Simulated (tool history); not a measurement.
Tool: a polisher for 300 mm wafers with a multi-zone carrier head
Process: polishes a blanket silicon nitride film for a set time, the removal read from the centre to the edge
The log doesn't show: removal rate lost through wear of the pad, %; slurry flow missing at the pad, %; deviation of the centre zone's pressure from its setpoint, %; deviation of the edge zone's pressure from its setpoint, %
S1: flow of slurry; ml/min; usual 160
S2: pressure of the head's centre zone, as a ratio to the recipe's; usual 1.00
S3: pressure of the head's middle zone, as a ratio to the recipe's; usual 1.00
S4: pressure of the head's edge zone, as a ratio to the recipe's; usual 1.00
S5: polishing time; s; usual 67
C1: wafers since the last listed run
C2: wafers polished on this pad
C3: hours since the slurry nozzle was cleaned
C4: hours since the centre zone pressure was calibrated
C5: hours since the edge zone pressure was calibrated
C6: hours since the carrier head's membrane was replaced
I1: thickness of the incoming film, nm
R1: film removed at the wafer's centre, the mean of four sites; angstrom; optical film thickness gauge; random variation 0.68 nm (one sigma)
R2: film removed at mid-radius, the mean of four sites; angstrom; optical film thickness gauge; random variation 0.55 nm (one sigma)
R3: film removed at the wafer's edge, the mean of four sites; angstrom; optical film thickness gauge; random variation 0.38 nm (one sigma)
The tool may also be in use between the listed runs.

| run | hour | S1 | S2 | S3 | S4 | S5 | C1 | C2 | C3 | C4 | C5 | C6 | I1 | R1 | R2 | R3 |
|---|---|---|---|---|---|---|---|---|---|---|---|---|---|---|---|---|
| 1 | 0.0 | 160 | 1.00 | 1.00 | 1.00 | 67 | 0 | 666 | 622.2 | 376.2 | 693.5 | 657.7 | 712.4 | 548 | 553 | 571 |
|  | 36.1 | slurry nozzle cleaned |
| 2 | 56.5 | 160 | 1.00 | 1.00 | 1.00 | 67 | 453 | 1120 | 20.4 | 432.7 | 750.0 | 714.2 | 718.5 | 597 | 591 | 600 |
| 3 | 121.3 | 160 | 1.00 | 1.00 | 1.00 | 67 | 529 | 1649 | 85.2 | 497.5 | 814.8 | 779.0 | 721.4 | 598 | 590 | 595 |
| 4 | 187.6 | 160 | 1.00 | 1.00 | 1.00 | 67 | 541 | 2191 | 151.5 | 563.8 | 881.1 | 845.3 | 718.6 | 579 | 574 | 589 |
|  | 255.9 | worn pad replaced by a new one |
| 5 | 257.1 | 160 | 1.00 | 1.00 | 1.00 | 67 | 535 | 10 | 221.0 | 633.3 | 950.6 | 914.8 | 717.7 | 579 | 569 | 585 |
| 6 | 296.8 | 160 | 1.00 | 1.00 | 1.00 | 67 | 324 | 334 | 260.7 | 673.0 | 990.3 | 954.5 | 710.9 | 574 | 568 | 589 |
| 7 | 338.2 | 160 | 1.00 | 1.00 | 1.00 | 67 | 338 | 672 | 302.1 | 714.4 | 1031.7 | 995.9 | 705.8 | 554 | 568 | 581 |
| 8 | 400.5 | 110 | 1.00 | 1.00 | 1.10 | 81 | 509 | 1181 | 364.4 | 776.7 | 1094.0 | 1058.2 | 729.4 | 589 | 603 | 675 |
|  | 483.5 | edge zone pressure recalibrated |
| 9 | 576.9 | 160 | 1.08 | 1.00 | 1.00 | 86 | 1425 | 2607 | 540.8 | 953.1 | 93.4 | 1234.6 | 724.1 | 768 | 715 | 731 |
|  | 623.6 | worn pad replaced by a new one |
| 10 | 632.8 | 160 | 0.94 | 1.00 | 1.00 | 73 | 424 | 75 | 596.7 | 1009.0 | 149.3 | 1290.5 | 724.4 | 562 | 605 | 627 |
| 11 | 701.9 | 160 | 1.00 | 0.96 | 1.00 | 74 | 564 | 640 | 665.8 | 1078.1 | 218.4 | 1359.6 | 729.8 | 611 | 588 | 630 |
|  | 780.3 | centre zone pressure recalibrated |
|  | 873.4 | slurry nozzle cleaned |
| 12 | 887.7 | 160 | 1.00 | 0.93 | 1.06 | 67 | 1493 | 2133 | 14.3 | 107.4 | 404.2 | 1545.4 | 722.6 | 603 | 558 | 621 |
|  | 929.9 | carrier head's membrane replaced by a new one |
|  | 935.0 | worn pad replaced by a new one |
| 13 | 935.5 | 195 | 1.00 | 1.00 | 1.00 | 77 | 317 | 3 | 62.1 | 155.2 | 452.0 | 5.6 | 723.0 | 722 | 703 | 713 |
| 14 | 987.8 | 160 | 0.93 | 1.00 | 1.00 | 59 | 427 | 431 | 114.4 | 207.5 | 504.3 | 57.9 | 713.6 | 487 | 526 | 529 |
| 15 | 1052.1 | 160 | 1.00 | 1.00 | 1.00 | 75 | 525 | 956 | 178.7 | 271.8 | 568.6 | 122.2 | 714.5 | 651 | 650 | 651 |
| 16 | 1121.2 | 160 | 0.89 | 1.00 | 1.07 | 59 | 564 | 1521 | 247.8 | 340.9 | 637.7 | 191.3 | 722.4 | 449 | 508 | 540 |
| 17 | 1165.2 | 160 | 1.08 | 1.00 | 0.93 | 67 | 359 | 1881 | 291.8 | 384.9 | 681.7 | 235.3 | 709.2 | 623 | 573 | 556 |
| 18 | 1214.2 | 160 | 1.00 | 1.04 | 1.00 | 67 | 400 | 2281 | 340.8 | 433.9 | 730.7 | 284.3 | 711.7 | 569 | 586 | 582 |
| 19 | 1281.4 | 180 | 1.00 | 1.00 | 1.00 | 67 | 549 | 2830 | 408.0 | 501.1 | 797.9 | 351.5 | 723.9 | 589 | 584 | 596 |
|  | 1290.3 | worn pad replaced by a new one |
| 20 | 1330.5 | 160 | 1.00 | 1.00 | 1.00 | 67 | 368 | 328 | 457.1 | 550.2 | 847.0 | 400.6 | 718.2 | 564 | 567 | 572 |
| 21 | 1384.7 | 160 | 1.00 | 0.93 | 1.06 | 67 | 442 | 771 | 511.3 | 604.4 | 901.2 | 454.8 | 727.4 | 554 | 529 | 594 |
| 22 | 1437.3 | 160 | 1.00 | 1.00 | 1.00 | 67 | 429 | 1201 | 563.9 | 657.0 | 953.8 | 507.4 | 720.0 | 560 | 549 | 574 |

4 ways to go on from here, each from the tool as it stands after run 22. What would each give?
| A | 1437.7 | 160 | 1.00 | 1.00 | 1.00 | 67 | 3 | 1204 | 564.3 | 657.4 | 954.2 | 507.8 | 718.8 | ? | ? | ? |
| B | 1437.7 | 125 | 0.92 | 0.93 | 0.96 | 67 | 3 | 1204 | 564.3 | 657.4 | 954.2 | 507.8 | 718.8 | ? | ? | ? |
| C | 1437.7 | 160 | 1.00 | 1.00 | 1.00 | 55 | 3 | 1204 | 564.3 | 657.4 | 954.2 | 507.8 | 718.8 | ? | ? | ? |
| D | 1437.7 | 130 | 1.00 | 1.00 | 1.00 | 67 | 3 | 1204 | 564.3 | 657.4 | 954.2 | 507.8 | 718.8 | ? | ? | ? |

| run | R1 | R2 | R3 |
|---|---|---|---|
| A | 564 | 560 | 579 |
| B | 473 | 488 | 540 |
| C | 463 | 460 | 475 |
| D | 524 | 526 | 555 |
Without the tool's hidden state the same runs would have given:
| run | R1 | R2 | R3 |
|---|---|---|---|
| A | 613 | 603 | 610 |
| B | 528 | 537 | 575 |
| C | 503 | 495 | 501 |
| D | 581 | 576 | 590 |
